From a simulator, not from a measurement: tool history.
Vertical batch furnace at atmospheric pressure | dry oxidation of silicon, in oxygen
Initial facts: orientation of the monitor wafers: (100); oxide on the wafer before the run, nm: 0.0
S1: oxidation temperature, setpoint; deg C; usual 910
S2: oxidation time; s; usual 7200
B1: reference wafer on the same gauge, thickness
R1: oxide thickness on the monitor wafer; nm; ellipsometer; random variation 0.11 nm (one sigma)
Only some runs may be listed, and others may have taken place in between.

run 1 hour=0.0 | S1=910 S2=7200 | B1=31.21 | R1=32.44
run 2 hour=48.5 | S1=928 S2=7200 | B1=31.16 | R1=38.88
run 3 hour=114.7 | S1=928 S2=7200 | B1=31.20 | R1=38.74
run 4 hour=163.8 | S1=928 S2=7200 | B1=31.23 | R1=38.79
run 5 hour=210.4 | S1=910 S2=9960 | B1=31.22 | R1=40.50
run 6 hour=236.2 | S1=910 S2=7200 | B1=31.19 | R1=32.23
run 7 hour=309.1 | S1=910 S2=7200 | B1=31.19 | R1=32.13
run 8 hour=335.5 | S1=910 S2=7200 | B1=31.20 | R1=32.27
run 9 hour=393.1 | S1=910 S2=7200 | B1=31.21 | R1=32.12
-- hour=449.2 thermocouples replaced and temperature profile calibrated
run 10 hour=449.7 | S1=910 S2=7200 | B1=31.19 | R1=32.10
run 11 hour=484.6 | S1=910 S2=7200 | B1=31.18 | R1=32.00
run 12 hour=541.6 | S1=910 S2=7200 | B1=31.19 | R1=31.87
run 13 hour=567.5 | S1=910 S2=7200 | B1=31.20 | R1=31.97
run 14 hour=595.2 | S1=919 S2=6210 | B1=31.21 | R1=31.73
-- hour=622.0 boat lift adjusted
run 15 hour=622.9 | S1=910 S2=7200 | B1=31.17 | R1=33.08
run 16 hour=786.9 | S1=919 S2=6210 | B1=31.18 | R1=32.83
run 17 hour=818.1 | S1=920 S2=10740 | B1=31.22 | R1=48.94
-- hour=883.9 gauge calibrated
run 18 hour=885.6 | S1=926 S2=5490 | B1=31.20 | R1=32.50
run 19 hour=947.1 | S1=886 S2=8100 | B1=31.19 | R1=27.71
run 20 hour=1001.3 | S1=910 S2=9090 | B1=31.19 | R1=38.76
run 21 hour=1064.6 | S1=918 S2=7200 | B1=31.21 | R1=35.96
run 22 hour=1128.1 | S1=898 S2=10350 | B1=31.21 | R1=37.48
run 23 hour=1188.3 | S1=910 S2=7200 | B1=31.18 | R1=33.09
run 24 hour=1231.6 | S1=889 S2=10200 | B1=31.20 | R1=33.38

What if the next run were any one of these 4? Each begins from the tool's condition after run 24:
run A hour=1238.2 | S1=910 S2=7200 | B1=? | R1=?
run B hour=1238.2 | S1=902 S2=7200 | B1=? | R1=?
run C hour=1238.2 | S1=887 S2=7200 | B1=? | R1=?
run D hour=1238.2 | S1=921 S2=7200 | B1=? | R1=?

run=A B1=31.20 R1=33.22
run=B B1=31.20 R1=30.57
run=C B1=31.20 R1=26.15
run=D B1=31.20 R1=37.23
The same runs, with their run-to-run variation unchanged, on a tool lacking any hidden condition would have given:
run=A R1=33.35
run=B R1=30.69
run=C R1=26.25
run=D R1=37.38
